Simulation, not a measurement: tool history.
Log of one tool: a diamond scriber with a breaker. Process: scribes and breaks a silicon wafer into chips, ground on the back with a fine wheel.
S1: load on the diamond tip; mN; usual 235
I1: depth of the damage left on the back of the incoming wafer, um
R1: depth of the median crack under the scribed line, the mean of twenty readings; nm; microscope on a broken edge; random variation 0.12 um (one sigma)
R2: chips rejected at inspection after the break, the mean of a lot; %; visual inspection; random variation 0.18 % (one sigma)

run 1 hour=0 | S1=235 | I1=2.15 | R1=7020 R2=3.89
run 2 hour=15.8 | S1=196 | I1=1.99 | R1=6320 R2=7.45
run 3 hour=31.5 | S1=196 | I1=2.48 | R1=6320 R2=10.13
run 4 hour=54.7 | S1=235 | I1=2.02 | R1=6810 R2=4.3
run 5 hour=74 | S1=235 | I1=2.32 | R1=6540 R2=5.99
run 6 hour=102.5 | S1=235 | I1=1.66 | R1=6630 R2=4.1
run 7 hour=130.4 | S1=235 | I1=1.7 | R1=6580 R2=4.52
run 8 hour=166.2 | S1=235 | I1=1.76 | R1=6470 R2=4.58
run 9 hour=195.3 | S1=235 | I1=2.4 | R1=6500 R2=7.31
run 10 hour=218.7 | S1=290 | I1=1.9 | R1=7430 R2=2.74
run 11 hour=254.1 | S1=290 | I1=2.74 | R1=8240 R2=6.08
run 12 hour=281.1 | S1=235 | I1=1.7 | R1=7470 R2=2.45
run 13 hour=303.9 | S1=235 | I1=2.37 | R1=7090 R2=4.64
run 14 hour=329.4 | S1=235 | I1=2.43 | R1=7000 R2=5.2
run 15 hour=356.9 | S1=262 | I1=2.88 | R1=7380 R2=6.49
run 16 hour=375.8 | S1=262 | I1=2.16 | R1=7660 R2=3.16
run 17 hour=409.7 | S1=235 | I1=1.56 | R1=6830 R2=3.05
run 18 hour=433.2 | S1=235 | I1=2.13 | R1=6730 R2=4.61
run 19 hour=460.8 | S1=235 | I1=1.63 | R1=6910 R2=3.14
run 20 hour=489.9 | S1=235 | I1=1.59 | R1=7360 R2=2.01
run 21 hour=522.2 | S1=235 | I1=1.76 | R1=7190 R2=2.53
run 22 hour=551.2 | S1=235 | I1=2.91 | R1=7270 R2=6.61
run 23 hour=574.7 | S1=235 | I1=2.15 | R1=6880 R2=4.81
run 24 hour=589.8 | S1=273 | I1=1.84 | R1=7420 R2=2.81
run 25 hour=621.4 | S1=188 | I1=1.91 | R1=5850 R2=10.62
run 26 hour=650.8 | S1=177 | I1=2.53 | R1=5810 R2=17.63
run 27 hour=685.9 | S1=187 | I1=2.25 | R1=5840 R2=12.79
run 28 hour=704.1 | S1=235 | I1=2.64 | R1=6370 R2=8.44
run 29 hour=725.4 | S1=202 | I1=2.23 | R1=5970 R2=10.68
run 30 hour=756.9 | S1=267 | I1=2.08 | R1=7050 R2=4.13
run 31 hour=776.1 | S1=266 | I1=2.27 | R1=7940 R2=4.17
run 32 hour=796.3 | S1=178 | I1=2.84 | R1=6280 R2=12.9
run 33 hour=812.6 | S1=235 | I1=2.63 | R1=6940 R2=5.29
run 34 hour=834.8 | S1=168 | I1=2.78 | R1=5930 R2=16.76
run 35 hour=857.5 | S1=209 | I1=2.76 | R1=6490 R2=8.96
run 36 hour=870.3 | S1=204 | I1=2.7 | R1=6590 R2=9.4
run 37 hour=899.3 | S1=189 | I1=2.58 | R1=6080 R2=11.93
run 38 hour=932.2 | S1=203 | I1=1.54 | R1=6320 R2=5.4
run 39 hour=947.7 | S1=282 | I1=1.77 | R1=7680 R2=2.62
run 40 hour=972.5 | S1=275 | I1=2.15 | R1=7470 R2=3.15
run 41 hour=991 | S1=299 | I1=1.71 | R1=7890 R2=2.78
run 42 hour=1015 | S1=255 | I1=2.6 | R1=7440 R2=5.03

Taken out of this log: 4 entries between the listed runs. Where each belongs, and how the hidden state differs across it:
Between runs 10 and 11: diamond tip replaced by a new one (hour 244.1)
  share of the diamond tip's cutting effectiveness lost through wear, %: 18 -> 2.5; deviation of the load on the tip from its setpoint, %: 1.51 -> 2.21
  measured less the result without the state, R1: -980 -> -40 nm; R2: -1.61 -> -0.11 %
Between runs 19 and 20: diamond tip replaced by a new one (hour 483.6)
  share of the diamond tip's cutting effectiveness lost through wear, %: 16.1 -> 4.35; deviation of the load on the tip from its setpoint, %: 7.6 -> 8.54
  measured less the result without the state, R1: -540 -> +120 nm; R2: +0.96 -> +0 %
Between runs 22 and 23: load on the tip recalibrated (hour 564.1)
  share of the diamond tip's cutting effectiveness lost through wear, %: 12.3 -> 14.1; deviation of the load on the tip from its setpoint, %: 10.7 -> 2.76
  measured less the result without the state, R1: -220 -> -620 nm; R2: +0.53 -> +1.52 %
Between runs 30 and 31: diamond tip replaced by a new one (hour 762.6)
  share of the diamond tip's cutting effectiveness lost through wear, %: 19.3 -> 2.7; deviation of the load on the tip from its setpoint, %: 3.73 -> 3.94
  measured less the result without the state, R1: -920 -> +30 nm; R2: +0.21 -> +0.06 %
